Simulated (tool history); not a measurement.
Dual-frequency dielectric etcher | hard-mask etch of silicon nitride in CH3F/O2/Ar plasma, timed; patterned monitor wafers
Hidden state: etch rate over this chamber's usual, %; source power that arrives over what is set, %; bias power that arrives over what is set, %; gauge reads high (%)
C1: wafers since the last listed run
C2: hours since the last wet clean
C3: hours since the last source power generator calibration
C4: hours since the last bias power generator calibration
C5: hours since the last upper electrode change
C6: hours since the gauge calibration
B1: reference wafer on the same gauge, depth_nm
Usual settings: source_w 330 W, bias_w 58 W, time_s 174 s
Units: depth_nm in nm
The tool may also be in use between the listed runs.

Run 1, hour 0: usual settings; C1 0; C2 158.5; C3 692.2; C4 2431.4; C5 2475.7; C6 3137.7; B1 104. Result: depth_nm 109.4 nm.
Run 2, hour 86.7: usual settings but source_w 310 W; C1 586; C2 245.2; C3 778.9; C4 2518.1; C5 2562.4; C6 3224.4; B1 104.1. Result: depth_nm 106.3 nm.
Run 3, hour 161.5: usual settings but time_s 210 s; C1 506; C2 320; C3 853.7; C4 2592.9; C5 2637.2; C6 3299.2; B1 103.9. Result: depth_nm 131.6 nm.
At hour 177.4: bias power generator calibrated.
Run 4, hour 244.3: usual settings but time_s 210 s; C1 533; C2 402.8; C3 936.5; C4 66.9; C5 2720; C6 3382; B1 103.9. Result: depth_nm 130.3 nm.
Run 5, hour 332.2: usual settings but time_s 195.5 s; C1 595; C2 490.7; C3 1024.4; C4 154.8; C5 2807.9; C6 3469.9; B1 104. Result: depth_nm 120.7 nm.
Run 6, hour 380.6: usual settings but source_w 280 W; C1 327; C2 539.1; C3 1072.8; C4 203.2; C5 2856.3; C6 3518.3; B1 104. Result: depth_nm 99.4 nm.
At hour 429: wet clean of the chamber.
Run 7, hour 453.6: usual settings but source_w 280 W; C1 331; C2 24.6; C3 1145.8; C4 276.2; C5 2929.3; C6 3591.3; B1 104. Result: depth_nm 99.2 nm.
Run 8, hour 523.2: usual settings but source_w 280 W; C1 471; C2 94.2; C3 1215.4; C4 345.8; C5 2998.9; C6 3660.9; B1 104. Result: depth_nm 99 nm.
Run 9, hour 566.3: usual settings but source_w 270 W, bias_w 70 W; C1 291; C2 137.3; C3 1258.5; C4 388.9; C5 3042; C6 3704; B1 104. Result: depth_nm 103.7 nm.
Run 10, hour 666.8: usual settings; C1 680; C2 237.8; C3 1359; C4 489.4; C5 3142.5; C6 3804.5; B1 104. Result: depth_nm 107.2 nm.
Run 11, hour 752.7: usual settings; C1 581; C2 323.7; C3 1444.9; C4 575.3; C5 3228.4; C6 3890.4; B1 104. Result: depth_nm 107.1 nm.
At hour 829.8: gauge calibrated.
Run 12, hour 848.9: usual settings but bias_w 45 W; C1 651; C2 419.9; C3 1541.1; C4 671.5; C5 3324.6; C6 19.1; B1 104. Result: depth_nm 98 nm.
Run 13, hour 956.6: usual settings but bias_w 54 W; C1 729; C2 527.6; C3 1648.8; C4 779.2; C5 3432.3; C6 126.8; B1 103.9. Result: depth_nm 103.9 nm.
At hour 1062.3: wet clean of the chamber.
At hour 1070.9: upper electrode replaced.
Run 14, hour 1071.4: usual settings but source_w 290 W, bias_w 47 W, time_s 131.5 s; C1 556; C2 9.1; C3 1763.6; C4 894; C5 0.5; C6 241.6; B1 104. Result: depth_nm 70.4 nm.
Run 15, hour 1151.5: usual settings but source_w 310 W, bias_w 72 W; C1 542; C2 89.2; C3 1843.7; C4 974.1; C5 80.6; C6 321.7; B1 103.9. Result: depth_nm 111 nm.
Run 16, hour 1208.5: usual settings but source_w 350 W; C1 385; C2 146.2; C3 1900.7; C4 1031.1; C5 137.6; C6 378.7; B1 103.9. Result: depth_nm 108.8 nm.
At hour 1223.7: source power generator calibrated.
Run 17, hour 1296.8: usual settings; C1 570; C2 234.5; C3 73.1; C4 1119.4; C5 225.9; C6 467; B1 103.9. Result: depth_nm 109 nm.
Run 18, hour 1403.7: usual settings; C1 723; C2 341.4; C3 180; C4 1226.3; C5 332.8; C6 573.9; B1 104. Result: depth_nm 108.6 nm.
Run 19, hour 1481.5: usual settings but source_w 270 W, bias_w 62 W, time_s 151.5 s; C1 526; C2 419.2; C3 257.8; C4 1304.1; C5 410.6; C6 651.7; B1 104.1. Result: depth_nm 88.2 nm.
Run 20, hour 1521.5: usual settings but time_s 213.5 s; C1 270; C2 459.2; C3 297.8; C4 1344.1; C5 450.6; C6 691.7; B1 104. Result: depth_nm 134.1 nm.
Run 21, hour 1589.4: usual settings; C1 459; C2 527.1; C3 365.7; C4 1412; C5 518.5; C6 759.6; B1 104. Result: depth_nm 108.9 nm.
Run 22, hour 1647.1: usual settings; C1 390; C2 584.8; C3 423.4; C4 1469.7; C5 576.2; C6 817.3; B1 104. Result: depth_nm 109.2 nm.
At hour 1748.8: wet clean of the chamber.
Run 23, hour 1749.3: usual settings; C1 529; C2 0.5; C3 525.6; C4 1571.9; C5 678.4; C6 919.5; B1 104. Result: depth_nm 109.3 nm.
Run 24, hour 1815.1: usual settings but source_w 370 W, bias_w 71 W, time_s 131.5 s; C1 445; C2 66.3; C3 591.4; C4 1637.7; C5 744.2; C6 985.3; B1 104. Result: depth_nm 93.3 nm.
Run 25, hour 1873: usual settings but source_w 390 W, bias_w 70 W, time_s 217.5 s; C1 391; C2 124.2; C3 649.3; C4 1695.6; C5 802.1; C6 1043.2; B1 103.9. Result: depth_nm 156.9 nm.
Run 26, hour 1925.1: usual settings but source_w 410 W, bias_w 51 W, time_s 201 s; C1 352; C2 176.3; C3 701.4; C4 1747.7; C5 854.2; C6 1095.3; B1 103.9. Result: depth_nm 133.6 nm.
Run 27, hour 2015: usual settings but source_w 380 W, bias_w 69 W, time_s 202 s; C1 608; C2 266.2; C3 791.3; C4 1837.6; C5 944.1; C6 1185.2; B1 104. Result: depth_nm 142.9 nm.
Run 28, hour 2084.5: usual settings; C1 470; C2 335.7; C3 860.8; C4 1907.1; C5 1013.6; C6 1254.7; B1 104. Result: depth_nm 109 nm.
Run 29, hour 2183.3: usual settings but bias_w 49 W; C1 668; C2 434.5; C3 959.6; C4 2005.9; C5 1112.4; C6 1353.5; B1 103.9. Result: depth_nm 103.4 nm.

4 ways to go on from here, each from the tool as it stands after run 29. What would each give?
Run A, hour 2183.8: usual settings but bias_w 47 W; C1 3; C2 435; C3 960.1; C4 2006.4; C5 1112.9; C6 1354; B1 ?. Result: depth_nm ?.
Run B, hour 2183.8: usual settings but source_w 290 W, bias_w 63 W, time_s 124 s; C1 3; C2 435; C3 960.1; C4 2006.4; C5 1112.9; C6 1354; B1 ?. Result: depth_nm ?.
Run C, hour 2183.8: usual settings but time_s 150 s; C1 3; C2 435; C3 960.1; C4 2006.4; C5 1112.9; C6 1354; B1 ?. Result: depth_nm ?.
Run D, hour 2183.8: usual settings but source_w 350 W, bias_w 68 W, time_s 132 s; C1 3; C2 435; C3 960.1; C4 2006.4; C5 1112.9; C6 1354; B1 ?. Result: depth_nm ?.

run     B1  depth_nm
  A  103.9       102
  B  103.9      75.3
  C  103.9      94.2
  D  103.9        90
Without the tool's hidden state the same runs would have given:
run  depth_nm
  A     101.1
  B      74.6
  C      93.3
  D        89
